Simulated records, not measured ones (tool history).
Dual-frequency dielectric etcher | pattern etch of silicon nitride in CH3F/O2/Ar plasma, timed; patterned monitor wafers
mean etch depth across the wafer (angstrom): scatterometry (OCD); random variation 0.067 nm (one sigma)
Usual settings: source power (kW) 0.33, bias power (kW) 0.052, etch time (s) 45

run	hour	source power (kW)	bias power (kW)	etch time (s)	wafers since the last listed run	hours since the last wet clean	hours since the last source power generator calibration	hours since the last bias power generator calibration	hours since the last upper electrode change	hours since the gauge calibration	read-back reference wafer on the same gauge, depth_nm	mean etch depth across the wafer (angstrom)
1	0	0.33	0.056	45	0	187.8	2782.1	1569.3	2782.2	100.6	23.19	271.6
2	30	0.33	0.052	45	352	217.8	2812.1	1599.3	2812.2	130.6	23.22	265.8
3	50.9	0.33	0.052	45	245	238.7	2833	1620.2	2833.1	151.5	23.2	266.2
# hour 52.6: gauge calibrated
4	71.9	0.33	0.052	45	246	259.7	2854	1641.2	2854.1	19.3	23.2	264.7
5	85.6	0.33	0.052	45	160	273.4	2867.7	1654.9	2867.8	33	23.2	263.5
# hour 129: wet clean of the chamber
# hour 151.3: upper electrode replaced
# hour 156.2: source power generator calibrated
# hour 171.7: wet clean of the chamber, repeated, since the last time left the tool worse
6	172.2	0.33	0.052	45	244	0.5	16	1741.5	20.9	119.6	23.17	269.5
7	172.6	0.33	0.061	45	4	0.9	16.4	1741.9	21.3	120	23.2	283.7
8	172.9	0.33	0.052	45	3	1.2	16.7	1742.2	21.6	120.3	23.22	270.2
9	173.2	0.3	0.052	45	3	1.5	17	1742.5	21.9	120.6	23.22	262.3
10	189	0.4	0.058	55.5	185	17.3	32.8	1758.3	37.7	136.4	23.2	361
# hour 207.4: bias power generator calibrated
11	216.2	0.33	0.06	38.5	272	44.5	60	8.8	64.9	163.6	23.2	240.2
# hour 217: gauge calibrated
12	247.6	0.33	0.056	55	368	75.9	91.4	40.2	96.3	30.6	23.2	334.4
13	267.1	0.33	0.041	51.5	228	95.4	110.9	59.7	115.8	50.1	23.2	285.5
14	288.2	0.33	0.052	45	247	116.5	132	80.8	136.9	71.2	23.21	266.6
15	320.7	0.28	0.041	57	381	149	164.5	113.3	169.4	103.7	23.19	299.7

Some steps in mean etch depth across the wafer (angstrom) between neighbouring runs. How much of each would the tool show without its hidden state too (settings, what came in, random variation), and how much is left for the hidden state, with any gauge scatter that isn't in both results?
The hidden state here: etch rate over this chamber's usual, %; source power that arrives over what is set, %; bias power that arrives over what is set, %; gauge reads high (%).
Run 5 -> 6: wet clean of the chamber, upper electrode replaced, source power generator calibrated, wet clean of the chamber, repeated, since the last time left the tool worse. mean etch depth across the wafer (angstrom) +6: hidden state +4.4, all else +1.6.
Run 10 -> 11: source power (kW) 0.4 -> 0.33, bias power (kW) 0.058 -> 0.06, etch time (s) 55.5 -> 38.5, bias power generator calibrated. mean etch depth across the wafer (angstrom) -120.8: hidden state -0.3, all else -120.5.
